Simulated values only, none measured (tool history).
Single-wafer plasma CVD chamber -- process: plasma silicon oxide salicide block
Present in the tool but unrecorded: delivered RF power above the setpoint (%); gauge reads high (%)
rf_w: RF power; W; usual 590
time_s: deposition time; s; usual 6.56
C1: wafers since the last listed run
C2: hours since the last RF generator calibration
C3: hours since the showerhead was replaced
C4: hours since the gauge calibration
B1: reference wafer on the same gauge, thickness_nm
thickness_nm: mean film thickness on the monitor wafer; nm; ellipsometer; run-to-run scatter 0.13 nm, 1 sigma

Run 1, day 0.000: usual settings but rf_w 545 W; C1 0; C2 1300.3; C3 4643.1; C4 57.7; B1 63.600. Result: thickness_nm 54.792 nm.
Run 2, day 4.200: usual settings but rf_w 545 W; C1 3056; C2 1401.1; C3 4743.9; C4 158.5; B1 63.635. Result: thickness_nm 54.891 nm.
Run 3, day 7.429: usual settings but rf_w 545 W; C1 2350; C2 1478.6; C3 4821.4; C4 236.0; B1 63.628. Result: thickness_nm 54.885 nm.
Run 4, day 10.458: usual settings but rf_w 500 W; C1 2204; C2 1551.3; C3 4894.1; C4 308.7; B1 63.592. Result: thickness_nm 52.397 nm.
Run 5, day 13.542: usual settings but rf_w 500 W; C1 2243; C2 1625.3; C3 4968.1; C4 382.7; B1 63.595. Result: thickness_nm 51.969 nm.
Run 6, day 16.800: usual settings; C1 2371; C2 1703.5; C3 5046.3; C4 460.9; B1 63.559. Result: thickness_nm 56.922 nm.
Run 7, day 19.871: usual settings; C1 2234; C2 1777.2; C3 5120.0; C4 534.6; B1 63.605. Result: thickness_nm 56.874 nm.
At day 20.246: showerhead replaced.
Run 8, day 24.088: usual settings but time_s 5.71 s; C1 2826; C2 1878.4; C3 92.2; C4 635.8; B1 63.632. Result: thickness_nm 49.420 nm.
Run 9, day 28.288: usual settings but time_s 5.71 s; C1 3056; C2 1979.2; C3 193.0; C4 736.6; B1 63.554. Result: thickness_nm 49.338 nm.
Run 10, day 30.904: usual settings but rf_w 485 W, time_s 7.74 s; C1 1904; C2 2042.0; C3 255.8; C4 799.4; B1 63.587. Result: thickness_nm 60.236 nm.
Run 11, day 34.788: usual settings; C1 2826; C2 2135.2; C3 349.0; C4 892.6; B1 63.605. Result: thickness_nm 56.460 nm.
At day 36.196: RF generator calibrated.
Run 12, day 37.592: usual settings but rf_w 665 W, time_s 5.86 s; C1 1798; C2 33.5; C3 416.3; C4 959.9; B1 63.608. Result: thickness_nm 55.138 nm.
Run 13, day 39.683: usual settings but time_s 5.28 s; C1 1522; C2 83.7; C3 466.5; C4 1010.1; B1 63.580. Result: thickness_nm 46.564 nm.
At day 41.288: gauge calibrated.
Run 14, day 43.392: usual settings but time_s 6.91 s; C1 2698; C2 172.7; C3 555.5; C4 50.5; B1 63.572. Result: thickness_nm 61.172 nm.
Run 15, day 46.483: usual settings but rf_w 645 W, time_s 5.68 s; C1 2249; C2 246.9; C3 629.7; C4 124.7; B1 63.610. Result: thickness_nm 52.145 nm.
Run 16, day 49.350: usual settings but rf_w 655 W, time_s 5.85 s; C1 2086; C2 315.7; C3 698.5; C4 193.5; B1 63.614. Result: thickness_nm 54.336 nm.
Run 17, day 51.979: usual settings but rf_w 645 W, time_s 5.68 s; C1 1913; C2 378.8; C3 761.6; C4 256.6; B1 63.618. Result: thickness_nm 52.132 nm.
Run 18, day 61.704: usual settings but rf_w 635 W; C1 7077; C2 612.2; C3 995.0; C4 490.0; B1 63.602. Result: thickness_nm 59.768 nm.

5 ways to go on from here, each from the tool as it stands after run 18. What would each give?
Run A, day 61.721: usual settings but time_s 7.23 s; C1 12; C2 612.6; C3 995.4; C4 490.4; B1 ?. Result: thickness_nm ?.
Run B, day 61.721: usual settings but rf_w 695 W, time_s 5.78 s; C1 12; C2 612.6; C3 995.4; C4 490.4; B1 ?. Result: thickness_nm ?.
Run C, day 61.721: usual settings but rf_w 495 W, time_s 5.79 s; C1 12; C2 612.6; C3 995.4; C4 490.4; B1 ?. Result: thickness_nm ?.
Run D, day 61.721: usual settings but rf_w 545 W, time_s 6.17 s; C1 12; C2 612.6; C3 995.4; C4 490.4; B1 ?. Result: thickness_nm ?.
Run E, day 61.721: usual settings but rf_w 680 W, time_s 6.23 s; C1 12; C2 612.6; C3 995.4; C4 490.4; B1 ?. Result: thickness_nm ?.

run      B1  thickness_nm
  A  63.580        63.415
  B  63.580        54.763
  C  63.580        46.297
  D  63.580        51.980
  E  63.580        58.446
Without the tool's hidden state the same runs would have given:
run  thickness_nm
  A        64.057
  B        55.318
  C        46.766
  D        52.507
  E        59.038
